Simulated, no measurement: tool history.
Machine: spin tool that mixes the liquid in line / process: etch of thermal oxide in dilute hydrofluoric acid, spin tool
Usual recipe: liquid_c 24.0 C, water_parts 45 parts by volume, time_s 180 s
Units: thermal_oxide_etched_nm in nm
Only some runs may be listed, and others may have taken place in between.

run	day	liquid_c	water_parts	time_s	read-back film thickness of the thermal oxide reference wafer, read on the same gauge (nm)	thermal_oxide_etched_nm
1	0.000	24.0	45	180	140.00	23.72
2	2.429	24.0	45	180	140.00	23.91
3	4.604	24.0	45	180	140.00	24.08
4	7.129	24.0	45	180	140.04	24.26
5	8.667	24.0	45	180	139.98	24.64
6	10.204	24.0	45	180	140.00	24.66
# day 10.721: hydrofluoric acid flow meter replaced
7	11.508	24.0	45	180	140.00	21.96
8	12.675	24.0	45	180	139.96	22.13
9	15.167	24.0	45	115	140.00	14.18
# day 15.688: thermometer replaced
10	17.250	22.0	65	180	140.03	12.95
# day 18.112: gauge calibrated
11	19.346	27.5	40	150	140.02	22.58
12	22.250	24.0	45	180	140.03	21.16
13	24.088	25.5	45	70	139.99	8.98
14	26.046	24.0	45	180	139.99	21.71
15	27.592	29.0	45	180	140.03	26.86
16	30.458	22.5	45	180	139.97	20.80
17	32.588	24.0	45	250	139.97	31.00

Measured minus without-hidden-state, run by run (identical run-to-run variation in each term; gauge scatter may differ):
Hidden state present: liquid hotter than its thermometer reads (K); hydrofluoric acid flow above the setpoint (%); gauge reads high (%).
run	thermal_oxide_etched_nm
1	+3.73
2	+3.98
3	+4.22
4	+4.48
5	+4.69
6	+4.84
7	+2.24
8	+2.37
9	+1.67
10	+0.57
11	+1.18
12	+1.40
13	+0.67
14	+1.81
15	+2.39
16	+2.14
17	+3.47
